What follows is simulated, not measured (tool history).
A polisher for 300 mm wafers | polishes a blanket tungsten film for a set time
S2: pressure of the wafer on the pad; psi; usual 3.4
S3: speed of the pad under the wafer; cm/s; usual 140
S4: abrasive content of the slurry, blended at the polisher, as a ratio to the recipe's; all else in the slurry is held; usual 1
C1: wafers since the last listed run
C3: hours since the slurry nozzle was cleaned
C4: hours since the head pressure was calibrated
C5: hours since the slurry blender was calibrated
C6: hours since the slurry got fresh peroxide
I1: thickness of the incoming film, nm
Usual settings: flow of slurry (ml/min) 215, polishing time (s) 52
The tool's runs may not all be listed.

Run 1, hour 0: usual settings; C1 0; wafers polished on this pad 961; C3 349; C4 728.9; C5 197; C6 44.6; I1 865.6. Result: film removed (angstrom) 3627.
Run 2, hour 9.1: usual settings; C1 63; wafers polished on this pad 1025; C3 358.1; C4 738; C5 206.1; C6 53.7; I1 869.7. Result: film removed (angstrom) 3594.
At hour 13.8: worn pad replaced by a new one.
Run 3, hour 25.2: usual settings; C1 84; wafers polished on this pad 79; C3 374.2; C4 754.1; C5 222.2; C6 69.8; I1 862.4. Result: film removed (angstrom) 3509.
At hour 73.3: slurry blender recalibrated.
Run 4, hour 74.3: usual settings; C1 329; wafers polished on this pad 409; C3 423.3; C4 803.2; C5 1; C6 118.9; I1 886.8. Result: film removed (angstrom) 3411.
Run 5, hour 81.2: usual settings; C1 48; wafers polished on this pad 457; C3 430.2; C4 810.1; C5 7.9; C6 125.8; I1 868. Result: film removed (angstrom) 3459.
Run 6, hour 97.3: usual settings but S2 3.9 psi, S4 0.7; C1 112; wafers polished on this pad 569; C3 446.3; C4 826.2; C5 24; C6 141.9; I1 880.7. Result: film removed (angstrom) 3818.
At hour 100.1: slurry nozzle cleaned.
Run 7, hour 111.4: usual settings but flow of slurry (ml/min) 165, S2 3.9 psi; C1 91; wafers polished on this pad 661; C3 11.3; C4 840.3; C5 38.1; C6 156; I1 858.2. Result: film removed (angstrom) 3967.
Run 8, hour 123.9: usual settings but flow of slurry (ml/min) 190; C1 87; wafers polished on this pad 748; C3 23.8; C4 852.8; C5 50.6; C6 168.5; I1 877.1. Result: film removed (angstrom) 3474.
Run 9, hour 137.8: usual settings but S2 2.6 psi, S3 120 cm/s, S4 1.25, polishing time (s) 60; C1 97; wafers polished on this pad 846; C3 37.7; C4 866.7; C5 64.5; C6 182.4; I1 864.9. Result: film removed (angstrom) 2704.
At hour 149.6: slurry tank refilled with fresh slurry and peroxide.
Run 10, hour 152.7: usual settings but S2 2.8 psi, polishing time (s) 63; C1 97; wafers polished on this pad 943; C3 52.6; C4 881.6; C5 79.4; C6 3.1; I1 872. Result: film removed (angstrom) 3764.
At hour 156.1: head pressure recalibrated.
Run 11, hour 159.8: usual settings but flow of slurry (ml/min) 260, S3 162 cm/s, S4 1.3, polishing time (s) 67; C1 35; wafers polished on this pad 978; C3 59.7; C4 3.7; C5 86.5; C6 10.2; I1 863.8. Result: film removed (angstrom) 5421.
Run 12, hour 174.7: usual settings but flow of slurry (ml/min) 190, S3 122 cm/s, S4 0.75, polishing time (s) 38; C1 104; wafers polished on this pad 1083; C3 74.6; C4 18.6; C5 101.4; C6 25.1; I1 853.7. Result: film removed (angstrom) 2046.
At hour 184.4: worn pad replaced by a new one.
Run 13, hour 184.9: usual settings but flow of slurry (ml/min) 240, S2 3.9 psi; C1 43; wafers polished on this pad 3; C3 84.8; C4 28.8; C5 111.6; C6 35.3; I1 869.3. Result: film removed (angstrom) 3853.
Run 14, hour 193.3: usual settings but flow of slurry (ml/min) 190, S2 4.6 psi, S3 186 cm/s, S4 0.75; C1 58; wafers polished on this pad 62; C3 93.2; C4 37.2; C5 120; C6 43.7; I1 869.1. Result: film removed (angstrom) 5673.
Run 15, hour 207.3: usual settings; C1 97; wafers polished on this pad 159; C3 107.2; C4 51.2; C5 134; C6 57.7; I1 864.7. Result: film removed (angstrom) 3330.
Run 16, hour 216.8: usual settings but flow of slurry (ml/min) 240, S2 3.9 psi; C1 66; wafers polished on this pad 226; C3 116.7; C4 60.7; C5 143.5; C6 67.2; I1 875.7. Result: film removed (angstrom) 3876.
Run 17, hour 231.5: usual settings but flow of slurry (ml/min) 145; C1 102; wafers polished on this pad 329; C3 131.4; C4 75.4; C5 158.2; C6 81.9; I1 860.8. Result: film removed (angstrom) 3175.
Run 18, hour 240.3: usual settings but S2 2.6 psi; C1 61; wafers polished on this pad 390; C3 140.2; C4 84.2; C5 167; C6 90.7; I1 859.8. Result: film removed (angstrom) 2551.
Run 19, hour 256.6: usual settings but S3 164 cm/s, S4 1.1, polishing time (s) 62; C1 113; wafers polished on this pad 504; C3 156.5; C4 100.5; C5 183.3; C6 107; I1 878. Result: film removed (angstrom) 4487.
Run 20, hour 273.2: usual settings but S2 2.8 psi, polishing time (s) 42; C1 116; wafers polished on this pad 620; C3 173.1; C4 117.1; C5 199.9; C6 123.6; I1 854.7. Result: film removed (angstrom) 2113.
Run 21, hour 281.5: usual settings but S4 1.25; C1 58; wafers polished on this pad 678; C3 181.4; C4 125.4; C5 208.2; C6 131.9; I1 859.5. Result: film removed (angstrom) 3319.
Run 22, hour 295.9: usual settings but S2 4.5 psi, polishing time (s) 66; C1 100; wafers polished on this pad 779; C3 195.8; C4 139.8; C5 222.6; C6 146.3; I1 887.1. Result: film removed (angstrom) 5299.
Run 23, hour 304.4: usual settings but S3 164 cm/s; C1 59; wafers polished on this pad 838; C3 204.3; C4 148.3; C5 231.1; C6 154.8; I1 873.9. Result: film removed (angstrom) 3834.
Run 24, hour 318: usual settings but S3 172 cm/s; C1 95; wafers polished on this pad 933; C3 217.9; C4 161.9; C5 244.7; C6 168.4; I1 886.2. Result: film removed (angstrom) 3964.
At hour 331: slurry tank refilled with fresh slurry and peroxide.
At hour 336.2: worn pad replaced by a new one.
Run 25, hour 336.7: usual settings but S2 2.8 psi, polishing time (s) 63; C1 95; wafers polished on this pad 3; C3 236.6; C4 180.6; C5 263.4; C6 5.7; I1 862.9. Result: film removed (angstrom) 3397.
At hour 344: slurry blender recalibrated.
Run 26, hour 346.2: usual settings but polishing time (s) 63; C1 52; wafers polished on this pad 55; C3 246.1; C4 190.1; C5 2.2; C6 15.2; I1 864.7. Result: film removed (angstrom) 4106.
Run 27, hour 359: usual settings but flow of slurry (ml/min) 165, S3 162 cm/s; C1 89; wafers polished on this pad 145; C3 258.9; C4 202.9; C5 15; C6 28; I1 878. Result: film removed (angstrom) 3756.
Run 28, hour 371.9: usual settings but flow of slurry (ml/min) 165, S3 162 cm/s; C1 90; wafers polished on this pad 235; C3 271.8; C4 215.8; C5 27.9; C6 40.9; I1 877.2. Result: film removed (angstrom) 3605.

Forecast each of these 3 alternatives for the next run:
Run A, hour 372.3: usual settings; C1 2; wafers polished on this pad 238; C3 272.2; C4 216.2; C5 28.3; C6 41.3; I1 864.3. Result: film removed (angstrom) ?.
Run B, hour 372.3: usual settings but S2 2.7 psi; C1 2; wafers polished on this pad 238; C3 272.2; C4 216.2; C5 28.3; C6 41.3; I1 864.3. Result: film removed (angstrom) ?.
Run C, hour 372.3: usual settings but flow of slurry (ml/min) 155, S3 108 cm/s, S4 1.2, polishing time (s) 43; C1 2; wafers polished on this pad 238; C3 272.2; C4 216.2; C5 28.3; C6 41.3; I1 864.3. Result: film removed (angstrom) ?.

run  film removed (angstrom)
  A                     3262
  B                     2602
  C                     2075
Without the tool's hidden state the same runs would have given:
run  film removed (angstrom)
  A                     3423
  B                     2730
  C                     2177

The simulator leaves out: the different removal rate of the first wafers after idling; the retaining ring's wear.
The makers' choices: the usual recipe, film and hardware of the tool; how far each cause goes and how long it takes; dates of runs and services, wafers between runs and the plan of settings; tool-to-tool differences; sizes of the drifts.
